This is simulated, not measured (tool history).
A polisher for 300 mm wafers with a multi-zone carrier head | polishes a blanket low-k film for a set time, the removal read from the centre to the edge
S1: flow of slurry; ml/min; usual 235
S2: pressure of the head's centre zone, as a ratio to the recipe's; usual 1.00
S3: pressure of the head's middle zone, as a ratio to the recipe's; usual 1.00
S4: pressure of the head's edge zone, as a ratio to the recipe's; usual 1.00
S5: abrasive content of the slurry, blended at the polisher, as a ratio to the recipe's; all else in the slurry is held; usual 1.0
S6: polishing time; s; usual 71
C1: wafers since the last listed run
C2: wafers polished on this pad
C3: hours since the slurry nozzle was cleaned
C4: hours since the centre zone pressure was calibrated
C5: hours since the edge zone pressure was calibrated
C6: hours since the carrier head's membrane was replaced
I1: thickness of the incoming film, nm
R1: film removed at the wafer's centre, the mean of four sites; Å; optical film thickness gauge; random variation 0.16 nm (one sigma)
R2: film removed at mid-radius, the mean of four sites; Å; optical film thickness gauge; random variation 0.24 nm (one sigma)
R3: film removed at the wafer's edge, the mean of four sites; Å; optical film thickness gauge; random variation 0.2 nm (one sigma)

{"run": 1, "hour": 0.0, "S1": 235, "S2": 1.0, "S3": 1.0, "S4": 1.0, "S5": 1.0, "S6": 71, "C1": 0, "C2": 967, "C3": 97.1, "C4": 519.1, "C5": 415.9, "C6": 669.2, "I1": 783.7, "R1": 163, "R2": 172, "R3": 170}
{"run": 2, "hour": 59.0, "S1": 235, "S2": 1.0, "S3": 1.0, "S4": 1.0, "S5": 1.0, "S6": 71, "C1": 504, "C2": 1472, "C3": 156.1, "C4": 578.1, "C5": 474.9, "C6": 728.2, "I1": 783.8, "R1": 158, "R2": 173, "R3": 169}
{"hour": 64.2, "done": "centre zone pressure recalibrated"}
{"hour": 80.7, "done": "worn pad replaced by a new one"}
{"run": 3, "hour": 129.6, "S1": 235, "S2": 1.0, "S3": 1.0, "S4": 1.0, "S5": 1.0, "S6": 71, "C1": 552, "C2": 418, "C3": 226.7, "C4": 65.4, "C5": 545.5, "C6": 798.8, "I1": 765.9, "R1": 175, "R2": 182, "R3": 176}
{"hour": 291.0, "done": "worn pad replaced by a new one"}
{"hour": 299.0, "done": "slurry nozzle cleaned"}
{"run": 4, "hour": 323.0, "S1": 235, "S2": 1.0, "S3": 1.0, "S4": 1.0, "S5": 1.0, "S6": 71, "C1": 1610, "C2": 265, "C3": 24.0, "C4": 258.8, "C5": 738.9, "C6": 992.2, "I1": 767.6, "R1": 173, "R2": 183, "R3": 176}
{"hour": 356.2, "done": "edge zone pressure recalibrated"}
{"run": 5, "hour": 370.2, "S1": 235, "S2": 1.0, "S3": 1.0, "S4": 1.0, "S5": 0.9, "S6": 71, "C1": 386, "C2": 651, "C3": 71.2, "C4": 306.0, "C5": 14.0, "C6": 1039.4, "I1": 758.2, "R1": 162, "R2": 173, "R3": 166}
{"run": 6, "hour": 426.0, "S1": 235, "S2": 1.0, "S3": 1.0, "S4": 1.0, "S5": 0.9, "S6": 71, "C1": 477, "C2": 1128, "C3": 127.0, "C4": 361.8, "C5": 69.8, "C6": 1095.2, "I1": 778.3, "R1": 155, "R2": 166, "R3": 162}
{"run": 7, "hour": 469.0, "S1": 235, "S2": 1.0, "S3": 1.0, "S4": 1.0, "S5": 0.9, "S6": 71, "C1": 367, "C2": 1496, "C3": 170.0, "C4": 404.8, "C5": 112.8, "C6": 1138.2, "I1": 753.7, "R1": 152, "R2": 159, "R3": 159}
{"hour": 487.5, "done": "worn pad replaced by a new one"}
{"run": 8, "hour": 525.7, "S1": 175, "S2": 1.0, "S3": 1.0, "S4": 0.95, "S5": 1.0, "S6": 71, "C1": 450, "C2": 326, "C3": 226.7, "C4": 461.5, "C5": 169.5, "C6": 1194.9, "I1": 757.2, "R1": 159, "R2": 173, "R3": 170}
{"run": 9, "hour": 565.9, "S1": 175, "S2": 1.0, "S3": 1.0, "S4": 0.95, "S5": 1.0, "S6": 71, "C1": 343, "C2": 670, "C3": 266.9, "C4": 501.7, "C5": 209.7, "C6": 1235.1, "I1": 772.1, "R1": 159, "R2": 172, "R3": 161}
{"run": 10, "hour": 614.4, "S1": 305, "S2": 1.09, "S3": 1.0, "S4": 1.0, "S5": 0.7, "S6": 71, "C1": 414, "C2": 1084, "C3": 315.4, "C4": 550.2, "C5": 258.2, "C6": 1283.6, "I1": 774.2, "R1": 160, "R2": 157, "R3": 151}
{"run": 11, "hour": 647.5, "S1": 235, "S2": 1.0, "S3": 1.0, "S4": 1.0, "S5": 1.0, "S6": 71, "C1": 283, "C2": 1367, "C3": 348.5, "C4": 583.3, "C5": 291.3, "C6": 1316.7, "I1": 761.7, "R1": 161, "R2": 170, "R3": 166}
{"hour": 681.7, "done": "slurry nozzle cleaned"}
{"hour": 710.6, "done": "centre zone pressure recalibrated"}
{"run": 12, "hour": 717.1, "S1": 235, "S2": 1.0, "S3": 0.95, "S4": 0.91, "S5": 1.1, "S6": 86, "C1": 569, "C2": 1937, "C3": 35.4, "C4": 6.5, "C5": 360.9, "C6": 1386.3, "I1": 767.0, "R1": 201, "R2": 201, "R3": 194}
{"hour": 723.4, "done": "carrier head's membrane replaced by a new one"}
{"hour": 723.9, "done": "worn pad replaced by a new one"}
{"run": 13, "hour": 774.5, "S1": 270, "S2": 0.93, "S3": 1.0, "S4": 0.97, "S5": 1.0, "S6": 47, "C1": 443, "C2": 432, "C3": 92.8, "C4": 63.9, "C5": 418.3, "C6": 51.1, "I1": 779.7, "R1": 107, "R2": 122, "R3": 115}
{"run": 14, "hour": 842.7, "S1": 235, "S2": 1.0, "S3": 1.0, "S4": 1.0, "S5": 0.8, "S6": 47, "C1": 583, "C2": 1015, "C3": 161.0, "C4": 132.1, "C5": 486.5, "C6": 119.3, "I1": 755.4, "R1": 102, "R2": 107, "R3": 103}
{"run": 15, "hour": 877.1, "S1": 235, "S2": 1.0, "S3": 1.0, "S4": 1.0, "S5": 1.1, "S6": 71, "C1": 294, "C2": 1310, "C3": 195.4, "C4": 166.5, "C5": 520.9, "C6": 153.7, "I1": 782.1, "R1": 170, "R2": 176, "R3": 172}
{"hour": 926.7, "done": "worn pad replaced by a new one"}
{"run": 16, "hour": 933.8, "S1": 215, "S2": 1.0, "S3": 1.04, "S4": 1.08, "S5": 1.0, "S6": 78, "C1": 450, "C2": 60, "C3": 252.1, "C4": 223.2, "C5": 577.6, "C6": 210.4, "I1": 756.0, "R1": 192, "R2": 208, "R3": 202}
{"hour": 1013.4, "done": "edge zone pressure recalibrated"}
{"run": 17, "hour": 1044.9, "S1": 235, "S2": 1.0, "S3": 1.0, "S4": 1.09, "S5": 1.3, "S6": 71, "C1": 932, "C2": 993, "C3": 363.2, "C4": 334.3, "C5": 31.5, "C6": 321.5, "I1": 772.8, "R1": 178, "R2": 189, "R3": 190}

5 ways to go on from here, each from the tool as it stands after run 17. What would each give?
{"run": "A", "hour": 1045.4, "S1": 235, "S2": 1.0, "S3": 1.0, "S4": 1.0, "S5": 1.0, "S6": 90, "C1": 4, "C2": 998, "C3": 363.7, "C4": 334.8, "C5": 32.0, "C6": 322.0, "I1": 772.6, "R1": "?", "R2": "?", "R3": "?"}
{"run": "B", "hour": 1045.4, "S1": 280, "S2": 1.0, "S3": 1.05, "S4": 0.91, "S5": 1.0, "S6": 95, "C1": 4, "C2": 998, "C3": 363.7, "C4": 334.8, "C5": 32.0, "C6": 322.0, "I1": 772.6, "R1": "?", "R2": "?", "R3": "?"}
{"run": "C", "hour": 1045.4, "S1": 310, "S2": 1.0, "S3": 1.0, "S4": 1.0, "S5": 1.0, "S6": 71, "C1": 4, "C2": 998, "C3": 363.7, "C4": 334.8, "C5": 32.0, "C6": 322.0, "I1": 772.6, "R1": "?", "R2": "?", "R3": "?"}
{"run": "D", "hour": 1045.4, "S1": 235, "S2": 1.0, "S3": 1.0, "S4": 0.91, "S5": 1.0, "S6": 71, "C1": 4, "C2": 998, "C3": 363.7, "C4": 334.8, "C5": 32.0, "C6": 322.0, "I1": 772.6, "R1": "?", "R2": "?", "R3": "?"}
{"run": "E", "hour": 1045.4, "S1": 235, "S2": 1.09, "S3": 1.0, "S4": 1.0, "S5": 1.0, "S6": 71, "C1": 4, "C2": 998, "C3": 363.7, "C4": 334.8, "C5": 32.0, "C6": 322.0, "I1": 772.6, "R1": "?", "R2": "?", "R3": "?"}

run=A R1=206 R2=222 R3=217
run=B R1=223 R2=249 R3=222
run=C R1=169 R2=180 R3=175
run=D R1=163 R2=175 R3=164
run=E R1=178 R2=175 R3=171
Without the tool's hidden state the same runs would have given:
run=A R1=227 R2=236 R3=231
run=B R1=246 R2=265 R3=236
run=C R1=186 R2=192 R3=186
run=D R1=179 R2=186 R3=174
run=E R1=195 R2=186 R3=182
